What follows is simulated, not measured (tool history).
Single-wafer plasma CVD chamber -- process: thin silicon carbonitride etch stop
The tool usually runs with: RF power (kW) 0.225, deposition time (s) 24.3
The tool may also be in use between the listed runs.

| run | day | RF power (kW) | deposition time (s) | wafers since the last listed run | hours since the last thermocouple change | hours since the last RF generator calibration | hours since the showerhead was replaced | hours since the gauge calibration | read-back reference wafer on the same gauge, thickness_nm | mean film thickness on the monitor wafer (nm) |
|---|---|---|---|---|---|---|---|---|---|---|
| 1 | 0.000 | 0.225 | 24.3 | 0 | 1554.0 | 973.0 | 3146.2 | 1359.6 | 16.805 | 15.568 |
| 2 | 1.512 | 0.205 | 23.3 | 494 | 1590.3 | 1009.3 | 3182.5 | 1395.9 | 16.805 | 14.347 |
| 3 | 3.412 | 0.205 | 23.3 | 621 | 1635.9 | 1054.9 | 3228.1 | 1441.5 | 16.823 | 14.449 |
| 4 | 7.512 | 0.225 | 24.3 | 1341 | 1734.3 | 1153.3 | 3326.5 | 1539.9 | 16.791 | 15.434 |
| 5 | 11.233 | 0.225 | 24.3 | 1217 | 1823.6 | 1242.6 | 3415.8 | 1629.2 | 16.794 | 15.531 |
| 6 | 14.808 | 0.225 | 24.3 | 1169 | 1909.4 | 1328.4 | 3501.6 | 1715.0 | 16.802 | 15.485 |
| 7 | 17.517 | 0.225 | 26.1 | 886 | 1974.4 | 1393.4 | 3566.6 | 1780.0 | 16.805 | 16.555 |
| 8 | 20.508 | 0.225 | 26.1 | 979 | 2046.2 | 1465.2 | 3638.4 | 1851.8 | 16.811 | 16.597 |
| 9 | 23.942 | 0.195 | 21.4 | 1123 | 2128.6 | 1547.6 | 3720.8 | 1934.2 | 16.795 | 12.886 |
| 10 | 27.417 | 0.225 | 24.3 | 1137 | 2212.0 | 1631.0 | 3804.2 | 2017.6 | 16.792 | 15.386 |
| 11 | 30.458 | 0.225 | 24.3 | 995 | 2285.0 | 1704.0 | 3877.2 | 2090.6 | 16.804 | 15.366 |
| 12 | 34.742 | 0.200 | 20.4 | 1401 | 2387.8 | 1806.8 | 3980.0 | 2193.4 | 16.819 | 12.354 |
|  | 37.050 | showerhead replaced |
|  | 38.912 | thermocouple changed; heater temperature recalibrated |
| 13 | 39.029 | 0.195 | 28.1 | 1184 | 2.8 | 1909.7 | 47.5 | 2296.3 | 16.834 | 16.990 |
| 14 | 45.733 | 0.255 | 22.6 | 2193 | 163.7 | 2070.6 | 208.4 | 2457.2 | 16.786 | 14.872 |
| 15 | 47.904 | 0.240 | 19.9 | 710 | 215.8 | 2122.7 | 260.5 | 2509.3 | 16.795 | 12.846 |
| 16 | 52.062 | 0.245 | 21.9 | 1360 | 315.6 | 2222.5 | 360.3 | 2609.1 | 16.815 | 14.180 |
| 17 | 54.296 | 0.205 | 22.0 | 730 | 369.2 | 2276.1 | 413.9 | 2662.7 | 16.781 | 13.407 |
| 18 | 56.858 | 0.190 | 24.3 | 838 | 430.7 | 2337.6 | 475.4 | 2724.2 | 16.778 | 14.438 |
| 19 | 59.621 | 0.195 | 28.1 | 904 | 497.0 | 2403.9 | 541.7 | 2790.5 | 16.798 | 16.937 |
| 20 | 62.979 | 0.225 | 21.7 | 1099 | 577.6 | 2484.5 | 622.3 | 2871.1 | 16.789 | 13.617 |
| 21 | 65.308 | 0.250 | 22.4 | 762 | 633.5 | 2540.4 | 678.2 | 2927.0 | 16.791 | 14.509 |
| 22 | 68.221 | 0.225 | 24.3 | 953 | 703.4 | 2610.3 | 748.1 | 2996.9 | 16.810 | 15.147 |
|  | 68.583 | RF generator calibrated |
| 23 | 70.654 | 0.225 | 24.3 | 687 | 761.8 | 49.7 | 806.5 | 3055.3 | 16.802 | 15.446 |
| 24 | 74.129 | 0.225 | 22.3 | 1137 | 845.2 | 133.1 | 889.9 | 3138.7 | 16.812 | 14.226 |
|  | 75.558 | gauge calibrated |
| 25 | 77.800 | 0.225 | 24.3 | 1201 | 933.3 | 221.2 | 978.0 | 53.8 | 16.802 | 15.531 |
| 26 | 81.158 | 0.255 | 22.0 | 1099 | 1013.9 | 301.8 | 1058.6 | 134.4 | 16.798 | 14.640 |
| 27 | 84.500 | 0.225 | 24.3 | 1093 | 1094.1 | 382.0 | 1138.8 | 214.6 | 16.797 | 15.473 |
| 28 | 88.992 | 0.255 | 22.0 | 1469 | 1201.9 | 489.8 | 1246.6 | 322.4 | 16.814 | 14.597 |
| 29 | 90.875 | 0.185 | 20.2 | 616 | 1247.1 | 535.0 | 1291.8 | 367.6 | 16.810 | 12.102 |
| 30 | 92.875 | 0.225 | 24.3 | 654 | 1295.1 | 583.0 | 1339.8 | 415.6 | 16.773 | 15.520 |
| 31 | 97.108 | 0.225 | 23.0 | 1385 | 1396.7 | 684.6 | 1441.4 | 517.2 | 16.797 | 14.590 |
| 32 | 99.921 | 0.185 | 28.7 | 920 | 1464.2 | 752.1 | 1508.9 | 584.7 | 16.786 | 17.360 |
| 33 | 103.417 | 0.195 | 26.4 | 1144 | 1548.1 | 836.0 | 1592.8 | 668.6 | 16.822 | 16.171 |
| 34 | 105.854 | 0.270 | 22.2 | 797 | 1606.6 | 894.5 | 1651.3 | 727.1 | 16.786 | 15.028 |

How the hidden state differs across the entries between the runs, from the last listed run before each to the first after it:
In the gap between runs 12 and 13: showerhead replaced (day 37.050); thermocouple changed; heater temperature recalibrated (day 38.912)
  delivered RF power above the setpoint (%): -3.36 -> -3.69
  the result without the hidden state subtracted from the measured one, mean film thickness on the monitor wafer (nm): -0.133 -> -0.202
In the gap between runs 22 and 23: RF generator calibrated (day 68.583)
  delivered RF power above the setpoint (%): -6.43 -> -0.294
  the result without the hidden state subtracted from the measured one, mean film thickness on the monitor wafer (nm): -0.320 -> -0.015
In the gap between runs 24 and 25: gauge calibrated (day 75.558)
  delivered RF power above the setpoint (%): -0.307 -> -0.334
  the result without the hidden state subtracted from the measured one, mean film thickness on the monitor wafer (nm): -0.014 -> -0.016

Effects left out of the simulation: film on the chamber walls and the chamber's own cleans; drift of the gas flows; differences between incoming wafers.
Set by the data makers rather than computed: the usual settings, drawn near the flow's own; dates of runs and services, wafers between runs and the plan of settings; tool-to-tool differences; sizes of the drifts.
